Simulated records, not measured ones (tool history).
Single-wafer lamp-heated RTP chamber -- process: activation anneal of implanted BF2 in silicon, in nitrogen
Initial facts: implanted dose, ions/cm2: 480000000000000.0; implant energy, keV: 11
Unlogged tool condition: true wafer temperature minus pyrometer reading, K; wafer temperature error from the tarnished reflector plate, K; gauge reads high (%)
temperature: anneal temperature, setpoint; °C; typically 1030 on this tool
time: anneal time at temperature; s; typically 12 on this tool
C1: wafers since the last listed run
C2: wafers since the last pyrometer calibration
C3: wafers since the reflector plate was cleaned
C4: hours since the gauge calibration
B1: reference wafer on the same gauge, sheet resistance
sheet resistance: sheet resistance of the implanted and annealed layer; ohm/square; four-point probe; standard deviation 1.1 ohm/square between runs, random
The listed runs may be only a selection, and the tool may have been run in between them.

Run 1, day 0: usual settings but temperature 1039 °C; C1 0; C2 3624; C3 8832; C4 1226; B1 339.11. Result: sheet resistance 315.52 ohm/square.
Run 2, day 2.996: usual settings but temperature 1039 °C; C1 1462; C2 5086; C3 10294; C4 1297.9; B1 338.86. Result: sheet resistance 318.6 ohm/square.
At day 4.804: reflector plate cleaned.
Run 3, day 5.371: usual settings but temperature 1051 °C; C1 996; C2 6083; C3 275; C4 1354.9; B1 338.85. Result: sheet resistance 306.92 ohm/square.
Run 4, day 8.862: usual settings but temperature 1051 °C; C1 1704; C2 7787; C3 1980; C4 1438.7; B1 339.39. Result: sheet resistance 307.55 ohm/square.
Run 5, day 10.912: usual settings; C1 1000; C2 8788; C3 2980; C4 1487.9; B1 339.23. Result: sheet resistance 324.6 ohm/square.
Run 6, day 13.429: usual settings; C1 1228; C2 10016; C3 4209; C4 1548.3; B1 338.92. Result: sheet resistance 324.97 ohm/square.
At day 16.317: pyrometer window cleaned and pyrometer calibrated.
Run 7, day 17.45: usual settings but temperature 1040 °C; C1 1800; C2 553; C3 6009; C4 1644.8; B1 339.14. Result: sheet resistance 315.1 ohm/square.
Run 8, day 20.379: usual settings but temperature 1040 °C; C1 1429; C2 1983; C3 7439; C4 1715.1; B1 339.02. Result: sheet resistance 316.54 ohm/square.
Run 9, day 22.042: usual settings but time 14 s; C1 811; C2 2794; C3 8250; C4 1755; B1 338.96. Result: sheet resistance 320.67 ohm/square.
Run 10, day 25.896: usual settings; C1 1881; C2 4676; C3 10132; C4 1847.5; B1 338.87. Result: sheet resistance 323.66 ohm/square.
Run 11, day 29.408: usual settings; C1 1714; C2 6390; C3 11846; C4 1931.8; B1 338.91. Result: sheet resistance 322.08 ohm/square.
Run 12, day 31.921: usual settings but time 16 s; C1 1226; C2 7617; C3 13073; C4 1992.1; B1 338.89. Result: sheet resistance 316.1 ohm/square.
At day 32.817: reflector plate cleaned.
Run 13, day 33.879: usual settings; C1 793; C2 8410; C3 519; C4 2039.1; B1 338.96. Result: sheet resistance 321.35 ohm/square.
Run 14, day 37.004: usual settings; C1 1525; C2 9935; C3 2044; C4 2114.1; B1 339.12. Result: sheet resistance 321.42 ohm/square.
Run 15, day 40.988: usual settings; C1 1944; C2 11880; C3 3988; C4 2209.7; B1 338.97. Result: sheet resistance 319.55 ohm/square.
At day 44.717: pyrometer window cleaned and pyrometer calibrated.
Run 16, day 54.338: usual settings; C1 6354; C2 4697; C3 10343; C4 2530.1; B1 338.89. Result: sheet resistance 318.04 ohm/square.
Run 17, day 56.388: usual settings but temperature 1052 °C; C1 1000; C2 5698; C3 11343; C4 2579.3; B1 339.03. Result: sheet resistance 298.71 ohm/square.
At day 58.967: reflector plate cleaned, repeated, since the last time left the tool worse.
Run 18, day 60.879: usual settings but temperature 1005 °C, time 18 s; C1 2029; C2 7727; C3 933; C4 2687.1; B1 339. Result: sheet resistance 336.55 ohm/square.
At day 64.675: gauge calibrated.
Run 19, day 65.338: usual settings but temperature 1020 °C; C1 2176; C2 9904; C3 3110; C4 15.9; B1 339.33. Result: sheet resistance 334.1 ohm/square.
Run 20, day 68.975: usual settings; C1 1775; C2 11679; C3 4885; C4 103.2; B1 338.98. Result: sheet resistance 323.73 ohm/square.
At day 70.996: pyrometer window cleaned and pyrometer calibrated.
Run 21, day 73.096: usual settings but temperature 1001 °C, time 17 s; C1 1848; C2 1025; C3 6734; C4 202.1; B1 338.99. Result: sheet resistance 342.3 ohm/square.
Run 22, day 76.729: usual settings but temperature 1022 °C, time 10 s; C1 1773; C2 2799; C3 8508; C4 289.3; B1 339.35. Result: sheet resistance 337.97 ohm/square.
Run 23, day 81.05: usual settings but temperature 1020 °C; C1 2109; C2 4908; C3 10617; C4 393; B1 339.29. Result: sheet resistance 331.94 ohm/square.
Run 24, day 84.433: usual settings but temperature 1039 °C; C1 1651; C2 6560; C3 12268; C4 474.2; B1 339.29. Result: sheet resistance 315.08 ohm/square.
Run 25, day 87.425: usual settings but temperature 1016 °C; C1 1460; C2 8020; C3 13729; C4 546; B1 339.39. Result: sheet resistance 337.01 ohm/square.
At day 89.446: reflector plate cleaned.
Run 26, day 90.096: usual settings; C1 1141; C2 9161; C3 318; C4 610.1; B1 338.9. Result: sheet resistance 327.76 ohm/square.
Run 27, day 92.096: usual settings; C1 976; C2 10137; C3 1294; C4 658.1; B1 339.09. Result: sheet resistance 325.85 ohm/square.
Run 28, day 96.183: usual settings but temperature 1017 °C, time 10 s; C1 1995; C2 12133; C3 3289; C4 756.2; B1 338.88. Result: sheet resistance 339.52 ohm/square.
At day 97.829: pyrometer window cleaned and pyrometer calibrated.
Run 29, day 99.192: usual settings; C1 1305; C2 665; C3 4595; C4 828.4; B1 339.35. Result: sheet resistance 323.25 ohm/square.
Run 30, day 102.5: usual settings but temperature 1022 °C; C1 1614; C2 2280; C3 6210; C4 907.8; B1 338.83. Result: sheet resistance 330.4 ohm/square.
Run 31, day 104.379: usual settings but temperature 1011 °C; C1 917; C2 3197; C3 7127; C4 952.9; B1 338.89. Result: sheet resistance 342.28 ohm/square.
Run 32, day 107.821: usual settings but temperature 1055 °C, time 6 s; C1 1680; C2 4877; C3 8807; C4 1035.5; B1 339.06. Result: sheet resistance 318.81 ohm/square.
Run 33, day 109.975: usual settings; C1 1051; C2 5929; C3 9859; C4 1087.2; B1 339.23. Result: sheet resistance 322.2 ohm/square.
Run 34, day 111.646: usual settings but temperature 1060 °C; C1 815; C2 6744; C3 10674; C4 1127.3; B1 339.14. Result: sheet resistance 296.18 ohm/square.
Run 35, day 113.967: usual settings; C1 1132; C2 7877; C3 11807; C4 1183; B1 338.86. Result: sheet resistance 323.41 ohm/square.
Run 36, day 118.304: usual settings but temperature 1013 °C, time 7 s; C1 2117; C2 9994; C3 13925; C4 1287.1; B1 339.08. Result: sheet resistance 352.96 ohm/square.

Each row is a separate what-if for the run after 36, all from the same tool condition, not one after another. Results?
Run A, day 118.321: usual settings but time 17 s; C1 8; C2 10003; C3 13933; C4 1287.5; B1 ?. Result: sheet resistance ?.
Run B, day 118.321: usual settings but temperature 1011 °C, time 18 s; C1 8; C2 10003; C3 13933; C4 1287.5; B1 ?. Result: sheet resistance ?.
Run C, day 118.321: usual settings but temperature 1001 °C, time 9 s; C1 8; C2 10003; C3 13933; C4 1287.5; B1 ?. Result: sheet resistance ?.
Run D, day 118.321: usual settings but temperature 1043 °C, time 14 s; C1 8; C2 10003; C3 13933; C4 1287.5; B1 ?. Result: sheet resistance ?.

run      B1  sheet resistance
  A  338.87            311.96
  B  338.87            327.75
  C  338.87            355.92
  D  338.87            305.61
With the hidden condition removed and each run's random variation left untouched, the same runs would have given:
run  sheet resistance
  A            315.57
  B             330.9
  C            361.05
  D            308.96
